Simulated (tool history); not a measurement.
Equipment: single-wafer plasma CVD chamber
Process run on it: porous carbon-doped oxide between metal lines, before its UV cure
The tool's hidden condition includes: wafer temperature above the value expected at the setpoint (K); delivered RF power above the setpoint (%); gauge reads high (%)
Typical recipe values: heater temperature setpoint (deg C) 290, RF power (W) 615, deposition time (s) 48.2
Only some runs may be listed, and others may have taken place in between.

run,hour,heater temperature setpoint (deg C),RF power (W),deposition time (s),wafers since the last listed run,hours since the last thermocouple change,hours since the last RF generator calibration,hours since the showerhead was replaced,hours since the gauge calibration,"read-back reference wafer on the same gauge, thickness_nm",mean film thickness on the monitor wafer (Å)
1,0.0,290,615,48.2,0,1107.8,1463.8,6351.6,287.6,333.748,3216.35
2,35.7,290,615,48.2,987,1143.5,1499.5,6387.3,323.3,333.878,3150.37
3,68.9,290,615,48.2,918,1176.7,1532.7,6420.5,356.5,334.129,3173.14
4,99.8,290,615,48.2,854,1207.6,1563.6,6451.4,387.4,334.209,3172.39
5,114.4,290,615,48.2,403,1222.2,1578.2,6466.0,402.0,333.346,3176.73
6,139.7,290,615,48.2,699,1247.5,1603.5,6491.3,427.3,334.098,3130.08
7,162.6,290,615,48.2,633,1270.4,1626.4,6514.2,450.2,334.393,3146.45
# hour 226.5: gauge calibrated
# hour 230.3: showerhead replaced
8,260.2,290,615,48.2,2477,1368.0,1724.0,29.9,33.7,334.287,3139.58
9,289.1,290,615,48.2,799,1396.9,1752.9,58.8,62.6,334.187,3141.80
10,355.1,296,615,52.0,1825,1462.9,1818.9,124.8,128.6,334.458,3218.29
11,384.1,296,615,52.0,801,1491.9,1847.9,153.8,157.6,334.315,3216.32
12,411.5,290,710,52.9,757,1519.3,1875.3,181.2,185.0,333.845,3884.40
13,429.2,290,710,52.9,489,1537.0,1893.0,198.9,202.7,334.038,3902.85

Estimate the outcome of run 14 from the log above:
14,446.5,278,710,44.5,478,1554.3,1910.3,216.2,220.0,?,?

{"run 14": {"read-back reference wafer on the same gauge, thickness_nm": 333.976, "mean film thickness on the monitor wafer (Å)": 3566.54}}
Had the tool carried no hidden state, the very same run would have given mean film thickness on the monitor wafer (Å) 3825.28.
